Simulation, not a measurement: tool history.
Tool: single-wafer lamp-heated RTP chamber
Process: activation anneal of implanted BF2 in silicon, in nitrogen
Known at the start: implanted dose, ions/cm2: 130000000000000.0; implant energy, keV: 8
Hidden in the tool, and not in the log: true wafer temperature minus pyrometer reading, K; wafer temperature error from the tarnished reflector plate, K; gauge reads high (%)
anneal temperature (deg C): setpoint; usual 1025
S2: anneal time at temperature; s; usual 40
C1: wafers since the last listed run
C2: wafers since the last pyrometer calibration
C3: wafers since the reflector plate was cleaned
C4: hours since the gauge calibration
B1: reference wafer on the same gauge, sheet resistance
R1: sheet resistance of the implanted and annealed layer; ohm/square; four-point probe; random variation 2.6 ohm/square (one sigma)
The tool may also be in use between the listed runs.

Run 1, hour 0: usual settings; C1 0; C2 6842; C3 24; C4 944.8; B1 929.83. Result: R1 893.34 ohm/square.
Run 2, hour 70.2: usual settings but anneal temperature (deg C) 1045, S2 51 s; C1 1181; C2 8024; C3 1206; C4 1015; B1 930.72. Result: R1 855.4 ohm/square.
At hour 112.5: pyrometer window cleaned and pyrometer calibrated.
Run 3, hour 116.3: usual settings; C1 641; C2 64; C3 1848; C4 1061.1; B1 929.68. Result: R1 898.33 ohm/square.
At hour 128.8: gauge calibrated.
Run 4, hour 169.9: usual settings; C1 902; C2 966; C3 2750; C4 41.1; B1 928.78. Result: R1 895.35 ohm/square.
Run 5, hour 218.1: usual settings; C1 811; C2 1778; C3 3562; C4 89.3; B1 930.87. Result: R1 892.63 ohm/square.
Run 6, hour 277.4: usual settings but anneal temperature (deg C) 1049; C1 998; C2 2776; C3 4560; C4 148.6; B1 930.96. Result: R1 874.37 ohm/square.
Run 7, hour 321.1: usual settings but anneal temperature (deg C) 1049; C1 735; C2 3512; C3 5296; C4 192.3; B1 928.71. Result: R1 868.52 ohm/square.
Run 8, hour 347.7: usual settings; C1 447; C2 3959; C3 5744; C4 218.9; B1 929.92. Result: R1 892.88 ohm/square.
Run 9, hour 384.9: usual settings; C1 626; C2 4586; C3 6370; C4 256.1; B1 930.22. Result: R1 893.8 ohm/square.
Run 10, hour 449.4: usual settings; C1 1085; C2 5672; C3 7456; C4 320.6; B1 930.18. Result: R1 892.82 ohm/square.
Run 11, hour 511: usual settings; C1 1037; C2 6709; C3 8493; C4 382.2; B1 930.79. Result: R1 890.39 ohm/square.
Run 12, hour 557.9: usual settings; C1 789; C2 7498; C3 9282; C4 429.1; B1 929.6. Result: R1 889.72 ohm/square.
Run 13, hour 612.3: usual settings; C1 915; C2 8414; C3 10198; C4 483.5; B1 929.25. Result: R1 882.82 ohm/square.
Run 14, hour 646.7: usual settings; C1 579; C2 8993; C3 10777; C4 517.9; B1 929.83. Result: R1 884.91 ohm/square.
At hour 693.9: pyrometer window cleaned and pyrometer calibrated.
Run 15, hour 694.4: usual settings; C1 668; C2 9; C3 11446; C4 565.6; B1 930.18. Result: R1 899.12 ohm/square.
At hour 706.4: reflector plate cleaned.
Run 16, hour 713.5: usual settings; C1 186; C2 196; C3 119; C4 584.7; B1 930.38. Result: R1 897.37 ohm/square.
Run 17, hour 768.6: usual settings but anneal temperature (deg C) 1013; C1 927; C2 1123; C3 1047; C4 639.8; B1 930.94. Result: R1 909.31 ohm/square.
Run 18, hour 795.2: usual settings but anneal temperature (deg C) 1015, S2 25 s; C1 447; C2 1571; C3 1495; C4 666.4; B1 929.13. Result: R1 923.22 ohm/square.
Run 19, hour 826.1: usual settings but anneal temperature (deg C) 1016, S2 32 s; C1 520; C2 2091; C3 2015; C4 697.3; B1 930.05. Result: R1 919.22 ohm/square.
Run 20, hour 871.2: usual settings but anneal temperature (deg C) 1036, S2 55 s; C1 759; C2 2851; C3 2774; C4 742.4; B1 931.62. Result: R1 867.57 ohm/square.
Run 21, hour 942.6: usual settings but anneal temperature (deg C) 1043, S2 17 s; C1 1202; C2 4053; C3 3976; C4 813.8; B1 929.37. Result: R1 922.01 ohm/square.
Run 22, hour 1004.7: usual settings but anneal temperature (deg C) 1007, S2 58 s; C1 1045; C2 5098; C3 5022; C4 875.9; B1 929.1. Result: R1 889.45 ohm/square.
Run 23, hour 1058.7: usual settings but anneal temperature (deg C) 1004, S2 25 s; C1 909; C2 6007; C3 5931; C4 929.9; B1 930.47. Result: R1 920.36 ohm/square.
Run 24, hour 1117.6: usual settings but anneal temperature (deg C) 1044, S2 62 s; C1 991; C2 6999; C3 6923; C4 988.8; B1 930.51. Result: R1 845.24 ohm/square.
At hour 1221.2: pyrometer window cleaned and pyrometer calibrated.
Run 25, hour 1253.9: usual settings; C1 2160; C2 551; C3 9083; C4 1125.1; B1 931.07. Result: R1 895.38 ohm/square.
At hour 1271.4: reflector plate cleaned.
At hour 1284.7: gauge calibrated.
Run 26, hour 1324.8: usual settings but anneal temperature (deg C) 1034, S2 24 s; C1 1058; C2 1610; C3 898; C4 40.1; B1 930.61. Result: R1 908.13 ohm/square.
Run 27, hour 1394.7: usual settings but anneal temperature (deg C) 1046, S2 19 s; C1 1176; C2 2787; C3 2075; C4 110; B1 930.36. Result: R1 911.99 ohm/square.
Run 28, hour 1423.5: usual settings; C1 484; C2 3272; C3 2559; C4 138.8; B1 930.23. Result: R1 895.17 ohm/square.
Run 29, hour 1489.9: usual settings but anneal temperature (deg C) 1050, S2 50 s; C1 1117; C2 4389; C3 3677; C4 205.2; B1 930.14. Result: R1 855 ohm/square.
Run 30, hour 1551.7: usual settings; C1 1040; C2 5430; C3 4718; C4 267; B1 929.53. Result: R1 887.06 ohm/square.
Run 31, hour 1581.2: usual settings but anneal temperature (deg C) 996, S2 25 s; C1 496; C2 5927; C3 5214; C4 296.5; B1 929.85. Result: R1 924.88 ohm/square.
At hour 1703.3: pyrometer window cleaned and pyrometer calibrated.
Run 32, hour 1719.1: usual settings but anneal temperature (deg C) 1002, S2 52 s; C1 2186; C2 265; C3 7401; C4 434.4; B1 930.39. Result: R1 903.12 ohm/square.
Run 33, hour 1762.6: usual settings but anneal temperature (deg C) 1048, S2 18 s; C1 732; C2 997; C3 8134; C4 477.9; B1 928.92. Result: R1 915.06 ohm/square.

5 ways to go on from here, each from the tool as it stands after run 33. What would each give?
Run A, hour 1763: usual settings; C1 6; C2 1004; C3 8141; C4 478.3; B1 ?. Result: R1 ?.
Run B, hour 1763: usual settings but S2 25 s; C1 6; C2 1004; C3 8141; C4 478.3; B1 ?. Result: R1 ?.
Run C, hour 1763: usual settings but anneal temperature (deg C) 1013, S2 21 s; C1 6; C2 1004; C3 8141; C4 478.3; B1 ?. Result: R1 ?.
Run D, hour 1763: usual settings but anneal temperature (deg C) 999, S2 49 s; C1 6; C2 1004; C3 8141; C4 478.3; B1 ?. Result: R1 ?.
Run E, hour 1763: usual settings but anneal temperature (deg C) 1033; C1 6; C2 1004; C3 8141; C4 478.3; B1 ?. Result: R1 ?.

run      B1      R1
  A  929.09  899.43
  B  929.09  919.15
  C  929.09  930.63
  D  929.09  910.12
  E  929.09  890.84
Without the tool's hidden state the same runs would have given:
run      R1
  A   900.7
  B  920.04
  C     931
  D  910.71
  E  892.27
